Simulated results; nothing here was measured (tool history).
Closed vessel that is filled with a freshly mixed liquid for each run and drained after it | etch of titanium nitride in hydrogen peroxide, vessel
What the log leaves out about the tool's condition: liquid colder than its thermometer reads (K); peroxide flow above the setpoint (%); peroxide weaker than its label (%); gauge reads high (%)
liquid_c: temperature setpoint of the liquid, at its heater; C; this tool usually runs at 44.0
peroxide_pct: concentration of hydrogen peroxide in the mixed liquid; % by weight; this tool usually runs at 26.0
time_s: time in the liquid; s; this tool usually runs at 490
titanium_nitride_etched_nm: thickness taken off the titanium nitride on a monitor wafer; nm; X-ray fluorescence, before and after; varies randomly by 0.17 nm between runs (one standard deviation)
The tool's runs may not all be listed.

run,day,liquid_c,peroxide_pct,time_s,wafers since the last listed run,hours since the thermometer was replaced,hours since the peroxide flow meter was replaced,hours since the drum of peroxide was connected,hours since the gauge calibration,"read-back film thickness of the titanium nitride reference wafer, read on the same gauge (nm)",titanium_nitride_etched_nm
1,0.000,48.5,26.0,720,0,1822.0,2463.4,506.6,155.9,99.97,48.10
2,0.475,44.0,29.5,490,611,1833.4,2474.8,518.0,167.3,99.98,23.90
3,1.083,44.0,29.5,490,783,1848.0,2489.4,532.6,181.9,99.97,23.55
4,1.812,47.0,26.0,490,938,1865.5,2506.9,550.1,199.4,100.05,29.03
5,2.133,44.0,26.0,490,413,1873.2,2514.6,557.8,207.1,100.03,23.25
6,2.542,44.0,30.0,490,525,1883.0,2524.4,567.6,216.9,100.01,24.16
7,2.817,44.0,30.0,490,354,1889.6,2531.0,574.2,223.5,99.98,23.93
8,3.358,44.0,26.0,490,697,1902.6,2544.0,587.2,236.5,99.99,23.30
9,3.871,49.0,26.0,490,659,1914.9,2556.3,599.5,248.8,100.01,33.88
10,4.412,51.5,26.0,600,697,1927.9,2569.3,612.5,261.8,99.98,48.46
# day 5.121: thermometer replaced
11,5.142,51.5,26.0,600,885,0.5,2586.8,630.0,279.3,99.97,44.74
12,5.421,51.5,26.0,600,359,7.2,2593.5,636.7,286.0,100.00,45.16
13,5.842,41.5,26.0,490,541,17.3,2603.6,646.8,296.1,99.98,17.25
# day 6.375: peroxide flow meter replaced
14,6.521,44.0,18.0,490,820,33.6,3.5,663.1,312.4,100.00,19.35
15,6.796,35.0,22.5,680,354,40.2,10.1,669.7,319.0,100.03,13.82
# day 6.958: gauge calibrated
# day 7.254: thermometer replaced, repeated, since the last time left the tool worse
16,7.454,52.0,30.0,250,793,4.8,25.9,685.5,11.9,99.99,25.18
# day 8.171: new drum of peroxide connected
17,8.192,44.0,26.0,490,895,22.5,43.6,0.5,29.6,100.04,26.46
18,8.821,44.0,26.0,490,810,37.6,58.7,15.6,44.7,99.98,26.71
19,9.112,35.5,20.0,340,375,44.6,65.7,22.6,51.7,100.01,8.88
20,9.529,44.0,26.0,490,536,54.6,75.7,32.6,61.7,100.01,26.54

The next listed run, before its measurement:
21,10.179,44.0,26.0,490,836,70.2,91.3,48.2,77.3,?,?

{"run 21": {"read-back film thickness of the titanium nitride reference wafer, read on the same gauge (nm)": 100.02, "titanium_nitride_etched_nm": 26.11}}
With no hidden state in the tool, this same run would have given titanium_nitride_etched_nm 26.26 nm.
